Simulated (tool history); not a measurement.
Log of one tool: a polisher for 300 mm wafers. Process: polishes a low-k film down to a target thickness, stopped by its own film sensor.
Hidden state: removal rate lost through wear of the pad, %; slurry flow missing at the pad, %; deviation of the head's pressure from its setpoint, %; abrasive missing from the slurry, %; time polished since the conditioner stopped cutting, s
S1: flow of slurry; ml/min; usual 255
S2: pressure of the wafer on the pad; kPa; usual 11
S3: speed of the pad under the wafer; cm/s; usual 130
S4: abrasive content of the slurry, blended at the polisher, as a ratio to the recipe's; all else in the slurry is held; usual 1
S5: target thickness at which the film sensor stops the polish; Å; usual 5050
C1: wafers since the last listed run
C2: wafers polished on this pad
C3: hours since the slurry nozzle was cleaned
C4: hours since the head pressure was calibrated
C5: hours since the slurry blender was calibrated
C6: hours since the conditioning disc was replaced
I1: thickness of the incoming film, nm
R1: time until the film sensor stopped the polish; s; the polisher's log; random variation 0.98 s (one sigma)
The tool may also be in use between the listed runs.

run    hour   S1    S2   S3    S4    S5   C1    C2     C3     C4     C5     C6     I1     R1
  1       0  255    11  130   1.1  5050    0  1843  556.8  159.7  192.4  103.9  531.4   72.9
  2    41.7  255    11  130     1  5050  281  2125  598.5  201.4  234.1  145.6  535.5   85.4
       71.7  -- worn pad replaced by a new one
       72.7  -- slurry blender recalibrated
  3    85.3  255    11  130     1  5050  261    85  642.1    245   12.6  189.2  530.6   74.3
  4   136.4  255    11   96     1  5050  345   430  693.2  296.1   63.7  240.3  527.8   84.2
  5   201.9  255    11   96     1  5050  442   872  758.7  361.6  129.2  305.8  535.7  113.6
      245.6  -- head pressure recalibrated
  6   259.7  255    11   96     1  5050  376  1249  816.5   14.1    187  363.6  529.9   95.5
      307.3  -- slurry nozzle cleaned
      313.8  -- conditioning disc replaced and pad reconditioned
  7   324.9  255    11  130     1  5050  420  1669   17.6   79.3  252.2   11.1  529.5   68.4
      345.7  -- slurry blender recalibrated
  8   383.6  255    11  130     1  5050  382  2052   76.3    138   37.9   69.8  531.5   74.2
  9   408.3  305   7.6  130     1  5050  166  2219    101  162.7   62.6   94.5  531.1     88
        420  -- worn pad replaced by a new one
 10   464.5  255    11  114   0.8  5100  352   300  157.2  218.9  118.8  150.7  527.6     57
 11     504  255  13.1  130     1  5050  266   567  196.7  258.4  158.3  190.2    530   62.5
 12   561.6  255    11  152   0.7  5050  389   956  254.3    316  215.9  247.8  525.8   55.7
 13   615.7  255    11  156     1  5050  365  1321  308.4  370.1    270  301.9  531.1   63.6
      666.5  -- head pressure recalibrated
      675.5  -- slurry blender recalibrated
 14   682.6  255    11  146     1  5080  424  1746  375.3   16.1    7.1  368.8  527.1   47.1
 15   712.4  255    11  130     1  5050  201  1948  405.1   45.9   36.9  398.6  522.4   50.3
      762.9  -- conditioning disc replaced and pad reconditioned
      769.5  -- worn pad replaced by a new one
 16   777.9  255    11  130     1  5050  401    56  470.6  111.4  102.4     15  528.8   67.1
 17   808.1  255    11  130     1  5050  203   260  500.8  141.6  132.6   45.2  530.8   74.6
 18   837.2  255  13.1  130   0.8  5050  196   457  529.9  170.7  161.7   74.3    533   73.2
 19   901.4  255    11  130     1  5050  433   890  594.1  234.9  225.9  138.5  536.8   89.6
      967.6  -- slurry blender recalibrated
 20   971.8  320  14.5  130   1.3  5110  461  1352  664.5  305.3    4.2  208.9  528.5   38.4
 21  1017.4  255    11  130     1  5050  307  1660  710.1  350.9   49.8  254.5  524.4   55.6
     1031.7  -- head pressure recalibrated
 22  1042.6  255  15.2  162  1.25  5050  156  1817  735.3   10.9     75  279.7  532.1   49.5
     1070.8  -- worn pad replaced by a new one
 23  1114.4  255    11  130     1  5050  457   294  807.1   82.7  146.8  351.5  528.9   70.9
     1120.4  -- slurry nozzle cleaned
       1150  -- conditioning disc replaced and pad reconditioned
 24  1154.2  185    11  130     1  5110  248   542   33.8  122.5  186.6    4.2  532.1   61.6

The tool's hidden state at each run:
removal rate lost through wear of the pad, %: 0 in every run
deviation of the head's pressure from its setpoint, %: 0 in every run
abrasive missing from the slurry, %: 0 in every run
time polished since the conditioner stopped cutting, s: 0 in every run
H1: slurry flow missing at the pad, %
run    H1
  1  14.5
  2  16.5
  3  18.7
  4  21.5
  5  25.3
  6    29
  7  2.39
  8  2.61
  9  2.79
 10  3.38
 11  3.95
 12  5.01
 13  6.25
 14  8.11
 15  9.05
 16  11.4
 17  12.6
 18  13.8
 19  16.7
 20  20.3
 21  22.9
 22  24.4
 23  28.9
 24  1.95

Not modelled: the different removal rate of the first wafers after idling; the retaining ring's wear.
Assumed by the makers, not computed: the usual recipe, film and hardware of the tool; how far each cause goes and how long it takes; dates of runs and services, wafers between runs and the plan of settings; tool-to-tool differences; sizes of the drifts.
